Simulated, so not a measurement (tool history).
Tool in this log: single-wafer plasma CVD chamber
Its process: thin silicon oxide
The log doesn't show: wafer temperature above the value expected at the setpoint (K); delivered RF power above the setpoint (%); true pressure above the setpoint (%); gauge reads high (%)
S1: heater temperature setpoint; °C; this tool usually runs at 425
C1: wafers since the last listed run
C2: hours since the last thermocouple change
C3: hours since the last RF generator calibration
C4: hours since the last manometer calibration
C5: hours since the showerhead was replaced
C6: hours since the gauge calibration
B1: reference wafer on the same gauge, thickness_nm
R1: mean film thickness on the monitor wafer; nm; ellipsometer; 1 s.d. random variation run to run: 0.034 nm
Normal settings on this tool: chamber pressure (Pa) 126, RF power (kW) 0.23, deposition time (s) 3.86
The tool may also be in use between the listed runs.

Run 1, day 0: usual settings; C1 0; C2 855.8; C3 1353.8; C4 2324.4; C5 8017.8; C6 1629.4; B1 8.81. Result: R1 7.197 nm.
Run 2, day 3.162: usual settings; C1 1844; C2 931.7; C3 1429.7; C4 2400.3; C5 8093.7; C6 1705.3; B1 8.826. Result: R1 7.248 nm.
Run 3, day 5.729: usual settings; C1 1496; C2 993.3; C3 1491.3; C4 2461.9; C5 8155.3; C6 1766.9; B1 8.821. Result: R1 7.241 nm.
At day 9.896: capacitance manometer re-zeroed and calibrated.
Run 4, day 10.142: usual settings but S1 433 °C; C1 2378; C2 1099.2; C3 1597.2; C4 5.9; C5 8261.2; C6 1872.8; B1 8.814. Result: R1 7.185 nm.
Run 5, day 12.512: usual settings but S1 434 °C, deposition time (s) 3.59; C1 1382; C2 1156.1; C3 1654.1; C4 62.8; C5 8318.1; C6 1929.7; B1 8.83. Result: R1 6.634 nm.
Run 6, day 16.117: usual settings but S1 434 °C, deposition time (s) 3.59; C1 2101; C2 1242.6; C3 1740.6; C4 149.3; C5 8404.6; C6 2016.2; B1 8.812. Result: R1 6.576 nm.
Run 7, day 19.35: usual settings but RF power (kW) 0.245, deposition time (s) 4.62; C1 1885; C2 1320.2; C3 1818.2; C4 226.9; C5 8482.2; C6 2093.8; B1 8.825. Result: R1 8.908 nm.
At day 20.008: gauge calibrated.
Run 8, day 22.229: usual settings but chamber pressure (Pa) 146.3, RF power (kW) 0.2; C1 1678; C2 1389.3; C3 1887.3; C4 296; C5 8551.3; C6 53.3; B1 8.823. Result: R1 7.345 nm.
Run 9, day 25.554: usual settings but S1 433 °C, chamber pressure (Pa) 98.5, deposition time (s) 3.23; C1 1938; C2 1469.1; C3 1967.1; C4 375.8; C5 8631.1; C6 133.1; B1 8.828. Result: R1 4.587 nm.
At day 26.017: showerhead replaced.
Run 10, day 27.504: usual settings but S1 417 °C, chamber pressure (Pa) 109.5, RF power (kW) 0.195; C1 942; C2 1515.9; C3 2013.9; C4 422.6; C5 35.7; C6 179.9; B1 8.839. Result: R1 5.564 nm.
At day 29.096: thermocouple changed; heater temperature recalibrated.
Run 11, day 29.529: usual settings but S1 420 °C, RF power (kW) 0.245; C1 986; C2 10.4; C3 2062.5; C4 471.2; C5 84.3; C6 228.5; B1 8.805. Result: R1 7.452 nm.
Run 12, day 31.729: usual settings but S1 433 °C; C1 1282; C2 63.2; C3 2115.3; C4 524; C5 137.1; C6 281.3; B1 8.815. Result: R1 7.05 nm.
Run 13, day 35.862: usual settings; C1 2410; C2 162.4; C3 2214.5; C4 623.2; C5 236.3; C6 380.5; B1 8.819. Result: R1 7.11 nm.
Run 14, day 39.438: usual settings but chamber pressure (Pa) 151.5; C1 2084; C2 248.2; C3 2300.3; C4 709; C5 322.1; C6 466.3; B1 8.812. Result: R1 8.288 nm.
At day 42.371: RF generator calibrated.
Run 15, day 43.004: usual settings; C1 1885; C2 333.8; C3 15.2; C4 794.6; C5 407.7; C6 551.9; B1 8.818. Result: R1 7.416 nm.
Run 16, day 47.429: usual settings but S1 435 °C, deposition time (s) 4.34; C1 2580; C2 440; C3 121.4; C4 900.8; C5 513.9; C6 658.1; B1 8.83. Result: R1 8.245 nm.
Run 17, day 49.467: usual settings; C1 1188; C2 488.9; C3 170.3; C4 949.7; C5 562.8; C6 707; B1 8.827. Result: R1 7.362 nm.

Run 18 has not been measured yet. What should we expect?
Run 18, day 51.462: usual settings but S1 431 °C, RF power (kW) 0.215; C1 1163; C2 536.8; C3 218.2; C4 997.6; C5 610.7; C6 754.9; B1 ?. Result: R1 ?.

Run 18 gave B1 8.828, R1 7.054 nm.
With the hidden condition absent and the run-to-run variation left alone, this run would have shown R1 7.106 nm.
